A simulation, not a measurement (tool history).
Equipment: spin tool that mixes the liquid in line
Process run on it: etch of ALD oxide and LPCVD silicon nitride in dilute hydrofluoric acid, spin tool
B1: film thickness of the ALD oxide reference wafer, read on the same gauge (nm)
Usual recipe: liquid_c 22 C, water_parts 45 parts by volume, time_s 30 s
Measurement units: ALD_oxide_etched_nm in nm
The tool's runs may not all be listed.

Run 1, hour 0: usual settings but water_parts 35 parts by volume; B1 89.98. Result: ALD_oxide_etched_nm 16.83 nm.
Run 2, hour 39.5: usual settings but water_parts 35 parts by volume; B1 90. Result: ALD_oxide_etched_nm 16.89 nm.
Run 3, hour 97.4: usual settings but time_s 40 s; B1 90. Result: ALD_oxide_etched_nm 17.27 nm.
Run 4, hour 125.5: usual settings but time_s 40 s; B1 89.99. Result: ALD_oxide_etched_nm 17.53 nm.
At hour 160.4: thermometer replaced.
Run 5, hour 178: usual settings but time_s 40 s; B1 90. Result: ALD_oxide_etched_nm 17.51 nm.
Run 6, hour 223.8: usual settings; B1 90.01. Result: ALD_oxide_etched_nm 13.21 nm.
Run 7, hour 254.9: usual settings; B1 90.02. Result: ALD_oxide_etched_nm 13.19 nm.
Run 8, hour 285.3: usual settings; B1 89.99. Result: ALD_oxide_etched_nm 13.21 nm.
Run 9, hour 319.9: usual settings; B1 90.01. Result: ALD_oxide_etched_nm 13.11 nm.
Run 10, hour 355.5: usual settings; B1 90.01. Result: ALD_oxide_etched_nm 13.34 nm.
Run 11, hour 421.5: usual settings but liquid_c 24.5 C; B1 90. Result: ALD_oxide_etched_nm 14.79 nm.
Run 12, hour 449.8: usual settings but water_parts 50 parts by volume, time_s 25 s; B1 89.97. Result: ALD_oxide_etched_nm 9.84 nm.
Run 13, hour 480.7: usual settings but liquid_c 26 C, water_parts 35 parts by volume, time_s 20 s; B1 90.02. Result: ALD_oxide_etched_nm 13.77 nm.
Run 14, hour 541: usual settings but time_s 45 s; B1 90.01. Result: ALD_oxide_etched_nm 20.23 nm.
Run 15, hour 608.7: usual settings but liquid_c 25 C; B1 89.98. Result: ALD_oxide_etched_nm 15.09 nm.
Run 16, hour 680: usual settings; B1 89.99. Result: ALD_oxide_etched_nm 13.47 nm.
At hour 736.3: hydrofluoric acid flow meter replaced.
At hour 739.1: gauge calibrated.
Run 17, hour 739.8: usual settings but water_parts 30 parts by volume, time_s 15 s; B1 89.99. Result: ALD_oxide_etched_nm 10.78 nm.
Run 18, hour 807.2: usual settings; B1 90.01. Result: ALD_oxide_etched_nm 14.16 nm.
Run 19, hour 868.3: usual settings but time_s 20 s; B1 90. Result: ALD_oxide_etched_nm 9.5 nm.
Run 20, hour 906.5: usual settings but liquid_c 23.5 C, time_s 25 s; B1 90.01. Result: ALD_oxide_etched_nm 12.6 nm.
At hour 985: thermometer replaced.
At hour 1035.7: hydrofluoric acid flow meter replaced, repeated, since the last time left the tool worse.
Run 21, hour 1075.4: usual settings but liquid_c 23.5 C, time_s 25 s; B1 90. Result: ALD_oxide_etched_nm 11.2 nm.
Run 22, hour 1126.2: usual settings; B1 90.02. Result: ALD_oxide_etched_nm 12.64 nm.
Run 23, hour 1174.1: usual settings but water_parts 35 parts by volume, time_s 40 s; B1 89.98. Result: ALD_oxide_etched_nm 21.55 nm.
Run 24, hour 1230.1: usual settings but liquid_c 19.5 C, water_parts 35 parts by volume, time_s 15 s; B1 90. Result: ALD_oxide_etched_nm 7.38 nm.
Run 25, hour 1276.3: usual settings; B1 89.99. Result: ALD_oxide_etched_nm 12.68 nm.
Run 26, hour 1336: usual settings but liquid_c 25.5 C, water_parts 50 parts by volume, time_s 40 s; B1 90. Result: ALD_oxide_etched_nm 17.55 nm.
Run 27, hour 1398: usual settings but liquid_c 18.5 C, water_parts 35 parts by volume, time_s 15 s; B1 90. Result: ALD_oxide_etched_nm 7.19 nm.

Predict each of these 3 candidate next runs independently; none follows another, all start after run 27:
Run A, hour 1398.4: usual settings but liquid_c 17.5 C; B1 ?. Result: ALD_oxide_etched_nm ?.
Run B, hour 1398.4: usual settings but liquid_c 24 C, water_parts 50 parts by volume, time_s 20 s; B1 ?. Result: ALD_oxide_etched_nm ?.
Run C, hour 1398.4: usual settings but liquid_c 20 C; B1 ?. Result: ALD_oxide_etched_nm ?.

run  B1  ALD_oxide_etched_nm
  A  90                10.47
  B  90                 8.23
  C  90                11.66
What these runs would have given with no unlogged condition in the tool:
run  ALD_oxide_etched_nm
  A                10.14
  B                 7.96
  C                11.29
